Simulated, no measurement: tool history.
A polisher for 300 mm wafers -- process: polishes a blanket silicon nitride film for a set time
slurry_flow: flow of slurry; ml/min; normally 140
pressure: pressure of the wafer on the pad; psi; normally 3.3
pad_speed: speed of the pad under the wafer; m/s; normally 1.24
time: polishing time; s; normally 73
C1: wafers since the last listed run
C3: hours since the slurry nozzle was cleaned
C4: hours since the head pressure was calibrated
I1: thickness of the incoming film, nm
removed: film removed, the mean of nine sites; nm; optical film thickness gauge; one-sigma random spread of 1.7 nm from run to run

Run 1, hour 0: usual settings but slurry_flow 115 ml/min; C1 0; wafers polished on this pad 1561; C3 103.4; C4 441.8; I1 594.6. Result: removed 105.3 nm.
Run 2, hour 26.6: usual settings but slurry_flow 115 ml/min; C1 363; wafers polished on this pad 1925; C3 130; C4 468.4; I1 603.1. Result: removed 102.9 nm.
At hour 35.1: worn pad replaced by a new one.
Run 3, hour 58.4: usual settings; C1 380; wafers polished on this pad 319; C3 161.8; C4 500.2; I1 598.6. Result: removed 109.1 nm.
Run 4, hour 93.6: usual settings; C1 481; wafers polished on this pad 800; C3 197; C4 535.4; I1 593.7. Result: removed 108.5 nm.
Run 5, hour 106.3: usual settings; C1 173; wafers polished on this pad 974; C3 209.7; C4 548.1; I1 606.8. Result: removed 106.9 nm.
Run 6, hour 142.2: usual settings; C1 491; wafers polished on this pad 1465; C3 245.6; C4 584; I1 604.9. Result: removed 106.2 nm.
At hour 157.7: worn pad replaced by a new one.
Run 7, hour 176.1: usual settings; C1 408; wafers polished on this pad 251; C3 279.5; C4 617.9; I1 603.9. Result: removed 110.7 nm.
Run 8, hour 198.4: usual settings; C1 305; wafers polished on this pad 556; C3 301.8; C4 640.2; I1 606. Result: removed 107.6 nm.
Run 9, hour 231.6: usual settings; C1 454; wafers polished on this pad 1010; C3 335; C4 673.4; I1 595.7. Result: removed 111.6 nm.
Run 10, hour 265: usual settings; C1 456; wafers polished on this pad 1467; C3 368.4; C4 706.8; I1 603.3. Result: removed 111.5 nm.
At hour 275.2: slurry nozzle cleaned.
At hour 284: worn pad replaced by a new one.
Run 11, hour 294.6: usual settings; C1 336; wafers polished on this pad 144; C3 19.4; C4 736.4; I1 599.2. Result: removed 106.7 nm.
At hour 308.5: head pressure recalibrated.
Run 12, hour 319.5: usual settings but time 60 s; C1 313; wafers polished on this pad 458; C3 44.3; C4 11; I1 605.6. Result: removed 95.6 nm.
Run 13, hour 353.1: usual settings but time 60 s; C1 459; wafers polished on this pad 917; C3 77.9; C4 44.6; I1 600.4. Result: removed 94.5 nm.
Run 14, hour 369.3: usual settings but slurry_flow 100 ml/min, pad_speed 0.94 m/s; C1 221; wafers polished on this pad 1139; C3 94.1; C4 60.8; I1 597. Result: removed 89.1 nm.
At hour 401.1: worn pad replaced by a new one.
Run 15, hour 401.6: usual settings; C1 387; wafers polished on this pad 6; C3 126.4; C4 93.1; I1 591.6. Result: removed 113.8 nm.
Run 16, hour 419: usual settings but pad_speed 1.08 m/s; C1 237; wafers polished on this pad 244; C3 143.8; C4 110.5; I1 603.2. Result: removed 104.2 nm.
Run 17, hour 437.3: usual settings; C1 250; wafers polished on this pad 494; C3 162.1; C4 128.8; I1 595.9. Result: removed 114.1 nm.
Run 18, hour 452: usual settings but pressure 4.2 psi, time 80 s; C1 201; wafers polished on this pad 695; C3 176.8; C4 143.5; I1 603.2. Result: removed 159.8 nm.
Run 19, hour 470.4: usual settings; C1 251; wafers polished on this pad 947; C3 195.2; C4 161.9; I1 597. Result: removed 113 nm.
Run 20, hour 493.9: usual settings but slurry_flow 95 ml/min; C1 321; wafers polished on this pad 1269; C3 218.7; C4 185.4; I1 604.8. Result: removed 101.8 nm.
Run 21, hour 511: usual settings but pad_speed 1.52 m/s; C1 233; wafers polished on this pad 1502; C3 235.8; C4 202.5; I1 607.3. Result: removed 128.4 nm.
At hour 524.6: worn pad replaced by a new one.
Run 22, hour 543.9: usual settings but slurry_flow 185 ml/min, pressure 2.3 psi, pad_speed 1.08 m/s, time 50 s; C1 395; wafers polished on this pad 264; C3 268.7; C4 235.4; I1 603.8. Result: removed 51.1 nm.
Run 23, hour 558.7: usual settings; C1 202; wafers polished on this pad 467; C3 283.5; C4 250.2; I1 594.8. Result: removed 111.9 nm.
Run 24, hour 594.2: usual settings but time 65 s; C1 485; wafers polished on this pad 952; C3 319; C4 285.7; I1 598.3. Result: removed 100 nm.
Run 25, hour 619.2: usual settings; C1 341; wafers polished on this pad 1294; C3 344; C4 310.7; I1 589.1. Result: removed 108.4 nm.
Run 26, hour 649.4: usual settings but pressure 3.7 psi, pad_speed 0.98 m/s, time 54 s; C1 413; wafers polished on this pad 1707; C3 374.2; C4 340.9; I1 605.4. Result: removed 79.6 nm.
At hour 678.7: worn pad replaced by a new one.
Run 27, hour 683.7: usual settings but pressure 2.3 psi, time 52 s; C1 414; wafers polished on this pad 68; C3 408.5; C4 375.2; I1 609.2. Result: removed 55.3 nm.

Consider 3 possible next runs. They are alternatives, not a sequence: every one starts from the tool as it was left by run 27. What does each give?
Run A, hour 684.1: usual settings; C1 5; wafers polished on this pad 73; C3 408.9; C4 375.6; I1 604.3. Result: removed ?.
Run B, hour 684.1: usual settings but pressure 3.8 psi, pad_speed 1.12 m/s; C1 5; wafers polished on this pad 73; C3 408.9; C4 375.6; I1 604.3. Result: removed ?.
Run C, hour 684.1: usual settings but slurry_flow 170 ml/min, pad_speed 1.58 m/s, time 88 s; C1 5; wafers polished on this pad 73; C3 408.9; C4 375.6; I1 604.3. Result: removed ?.

run  removed
  A    108.9
  B    117.3
  C      160
Without the tool's hidden state the same runs would have given:
run  removed
  A    118.1
  B    127.3
  C    173.6

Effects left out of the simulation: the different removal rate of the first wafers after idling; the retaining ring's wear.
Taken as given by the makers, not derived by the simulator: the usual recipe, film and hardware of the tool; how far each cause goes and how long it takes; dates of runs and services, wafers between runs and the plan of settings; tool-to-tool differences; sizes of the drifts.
